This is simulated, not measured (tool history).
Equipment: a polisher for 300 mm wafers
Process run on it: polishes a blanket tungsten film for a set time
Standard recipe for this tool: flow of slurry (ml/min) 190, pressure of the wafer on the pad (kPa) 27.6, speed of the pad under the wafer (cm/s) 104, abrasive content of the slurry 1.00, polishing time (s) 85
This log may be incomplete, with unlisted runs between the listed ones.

run	hour	flow of slurry (ml/min)	pressure of the wafer on the pad (kPa)	speed of the pad under the wafer (cm/s)	abrasive content of the slurry	polishing time (s)	wafers since the last listed run	wafers polished on this pad	hours since the slurry nozzle was cleaned	hours since the head pressure was calibrated	hours since the slurry blender was calibrated	hours since the slurry got fresh peroxide	incoming thickness of the incoming film, nm	film removed (Å)
1	0.0	190	27.6	104	1.00	85	0	1179	610.7	336.0	62.9	58.4	1466.7	4728
2	14.2	190	27.6	104	1.00	107	121	1301	624.9	350.2	77.1	72.6	1468.3	5914
3	24.5	190	27.6	104	1.00	107	88	1389	635.2	360.5	87.4	82.9	1443.8	5845
4	42.4	190	27.6	104	1.00	85	153	1543	653.1	378.4	105.3	100.8	1445.7	4695
5	50.5	190	27.6	104	1.00	85	69	1612	661.2	386.5	113.4	108.9	1431.7	4674
# hour 58.2: worn pad replaced by a new one
6	58.7	190	27.6	104	1.00	85	36	3	669.4	394.7	121.6	117.1	1463.9	4673
# hour 71.0: head pressure recalibrated
7	73.5	190	27.6	104	1.00	85	109	113	684.2	2.5	136.4	131.9	1463.1	4364
8	80.6	245	27.6	104	1.00	85	60	174	691.3	9.6	143.5	139.0	1435.9	4512
9	94.5	190	33.1	84	1.00	85	119	293	705.2	23.5	157.4	152.9	1480.1	4244
10	107.0	190	36.5	86	0.75	85	107	401	717.7	36.0	169.9	165.4	1443.3	4450
# hour 111.7: slurry nozzle cleaned
# hour 121.8: slurry tank refilled with fresh slurry and peroxide
11	124.8	190	19.3	104	0.85	85	135	536	13.1	53.8	187.7	3.0	1431.1	3135
12	131.7	190	27.6	104	0.90	85	59	596	20.0	60.7	194.6	9.9	1483.6	4562
# hour 144.1: slurry blender recalibrated
13	149.1	160	22.1	104	1.00	110	132	728	37.4	78.1	5.0	27.3	1451.8	4607
14	157.3	150	27.6	104	1.00	107	70	798	45.6	86.3	13.2	35.5	1429.2	5540
15	165.4	190	27.6	74	1.00	85	69	868	53.7	94.4	21.3	43.6	1487.4	3327
16	182.0	190	27.6	104	1.00	85	142	1010	70.3	111.0	37.9	60.2	1446.4	4529
17	208.5	190	27.6	128	1.10	85	227	1237	96.8	137.5	64.4	86.7	1482.7	5590
# hour 221.3: worn pad replaced by a new one
18	221.8	205	35.2	104	1.00	85	79	3	110.1	150.8	77.7	100.0	1446.9	5792
19	237.5	190	27.6	104	1.00	85	134	138	125.8	166.5	93.4	115.7	1459.7	4464
20	246.4	150	27.6	104	1.00	85	76	215	134.7	175.4	102.3	124.6	1456.0	4305
21	260.3	150	27.6	104	1.00	99	119	334	148.6	189.3	116.2	138.5	1469.2	5057
22	277.2	190	27.6	104	1.00	85	145	479	165.5	206.2	133.1	155.4	1448.4	4510
# hour 280.6: slurry tank refilled with fresh slurry and peroxide
23	295.0	190	27.6	104	1.00	85	144	623	183.3	224.0	150.9	14.4	1450.2	4760
24	307.4	190	27.6	104	1.00	85	106	729	195.7	236.4	163.3	26.8	1444.0	4720
25	313.4	190	23.4	104	1.20	94	51	781	201.7	242.4	169.3	32.8	1436.9	4639
26	322.3	225	34.5	138	1.30	85	76	857	210.6	251.3	178.2	41.7	1442.7	8449

5 ways to go on from here, each from the tool as it stands after run 26. What would each give?
A	322.7	190	27.6	104	1.00	59	3	861	211.0	251.7	178.6	42.1	1481.1	?
B	322.7	190	32.4	104	1.20	85	3	861	211.0	251.7	178.6	42.1	1481.1	?
C	322.7	225	19.3	132	1.00	85	3	861	211.0	251.7	178.6	42.1	1481.1	?
D	322.7	190	27.6	116	0.90	67	3	861	211.0	251.7	178.6	42.1	1481.1	?
E	322.7	190	33.1	104	1.00	68	3	861	211.0	251.7	178.6	42.1	1481.1	?

run	film removed (Å)
A	3250
B	5771
C	4197
D	3975
E	4494
Had the tool no hidden state, the same runs would have come out as:
run	film removed (Å)
A	3223
B	5723
C	4162
D	3942
E	4457
